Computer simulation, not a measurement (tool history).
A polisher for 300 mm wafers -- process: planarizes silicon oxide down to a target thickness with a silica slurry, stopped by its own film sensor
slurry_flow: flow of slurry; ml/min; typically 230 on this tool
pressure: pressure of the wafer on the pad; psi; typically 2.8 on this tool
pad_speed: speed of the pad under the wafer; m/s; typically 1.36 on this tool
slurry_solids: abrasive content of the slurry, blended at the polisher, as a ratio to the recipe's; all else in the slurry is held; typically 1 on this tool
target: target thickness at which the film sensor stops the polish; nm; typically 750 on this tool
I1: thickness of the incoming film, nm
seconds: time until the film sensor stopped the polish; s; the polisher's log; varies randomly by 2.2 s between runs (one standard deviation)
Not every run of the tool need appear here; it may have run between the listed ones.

{"run": 1, "hour": 0.0, "slurry_flow": 230, "pressure": 2.8, "pad_speed": 1.36, "slurry_solids": 1, "target": 712, "I1": 1035.6, "seconds": 172.5}
{"run": 2, "hour": 20.4, "slurry_flow": 230, "pressure": 2.8, "pad_speed": 1.36, "slurry_solids": 1, "target": 712, "I1": 1041.7, "seconds": 171.6}
{"hour": 44.8, "done": "worn pad replaced by a new one"}
{"run": 3, "hour": 54.7, "slurry_flow": 230, "pressure": 2.8, "pad_speed": 1.36, "slurry_solids": 1, "target": 712, "I1": 1027.4, "seconds": 168.2}
{"run": 4, "hour": 86.6, "slurry_flow": 230, "pressure": 2.8, "pad_speed": 1.36, "slurry_solids": 1, "target": 750, "I1": 1042.6, "seconds": 157.1}
{"run": 5, "hour": 107.5, "slurry_flow": 230, "pressure": 2.8, "pad_speed": 1.36, "slurry_solids": 1, "target": 750, "I1": 1041.9, "seconds": 163.6}
{"hour": 116.6, "done": "head pressure recalibrated"}
{"hour": 124.5, "done": "worn pad replaced by a new one"}
{"run": 6, "hour": 131.9, "slurry_flow": 230, "pressure": 2.8, "pad_speed": 1.36, "slurry_solids": 0.9, "target": 688, "I1": 1055.2, "seconds": 210.3}
{"run": 7, "hour": 155.7, "slurry_flow": 230, "pressure": 2.8, "pad_speed": 1.36, "slurry_solids": 1, "target": 750, "I1": 1042.2, "seconds": 160.7}
{"run": 8, "hour": 168.2, "slurry_flow": 275, "pressure": 2, "pad_speed": 1.36, "slurry_solids": 1.2, "target": 813, "I1": 1039.5, "seconds": 141}
{"run": 9, "hour": 181.7, "slurry_flow": 230, "pressure": 3.7, "pad_speed": 1.78, "slurry_solids": 1.25, "target": 781, "I1": 1052.4, "seconds": 97.2}
{"hour": 210.7, "done": "worn pad replaced by a new one, of another model than before"}
{"hour": 230.3, "done": "conditioning disc replaced and pad reconditioned"}
{"hour": 230.8, "done": "slurry nozzle cleaned"}
{"run": 10, "hour": 234.0, "slurry_flow": 230, "pressure": 2.8, "pad_speed": 0.92, "slurry_solids": 1.25, "target": 750, "I1": 1052.9, "seconds": 161.6}
{"hour": 260.1, "done": "slurry blender recalibrated"}
{"run": 11, "hour": 269.0, "slurry_flow": 270, "pressure": 2, "pad_speed": 1.36, "slurry_solids": 1.15, "target": 697, "I1": 1048.8, "seconds": 201.1}
{"hour": 282.4, "done": "worn pad replaced by a new one"}
{"run": 12, "hour": 304.6, "slurry_flow": 230, "pressure": 2.8, "pad_speed": 1.36, "slurry_solids": 1, "target": 712, "I1": 1053.5, "seconds": 177.8}
{"run": 13, "hour": 317.4, "slurry_flow": 230, "pressure": 2.8, "pad_speed": 1.36, "slurry_solids": 1.15, "target": 750, "I1": 1030.3, "seconds": 137.1}
{"run": 14, "hour": 344.5, "slurry_flow": 285, "pressure": 2.8, "pad_speed": 1.36, "slurry_solids": 1, "target": 750, "I1": 1061.6, "seconds": 164}

Each row is a separate what-if for the run after 14, all from the same tool condition, not one after another. Results?
{"run": "A", "hour": 345.0, "slurry_flow": 230, "pressure": 2.8, "pad_speed": 1.36, "slurry_solids": 1, "target": 674, "I1": 1048, "seconds": "?"}
{"run": "B", "hour": 345.0, "slurry_flow": 230, "pressure": 3.4, "pad_speed": 0.96, "slurry_solids": 1, "target": 750, "I1": 1048, "seconds": "?"}
{"run": "C", "hour": 345.0, "slurry_flow": 230, "pressure": 2.8, "pad_speed": 1.54, "slurry_solids": 1, "target": 667, "I1": 1048, "seconds": "?"}

run=A seconds=196.3
run=B seconds=154.6
run=C seconds=192.4
The same runs, with their run-to-run variation unchanged, on a tool lacking any hidden condition would have given:
run=A seconds=193.4
run=B seconds=152.4
run=C seconds=189.6

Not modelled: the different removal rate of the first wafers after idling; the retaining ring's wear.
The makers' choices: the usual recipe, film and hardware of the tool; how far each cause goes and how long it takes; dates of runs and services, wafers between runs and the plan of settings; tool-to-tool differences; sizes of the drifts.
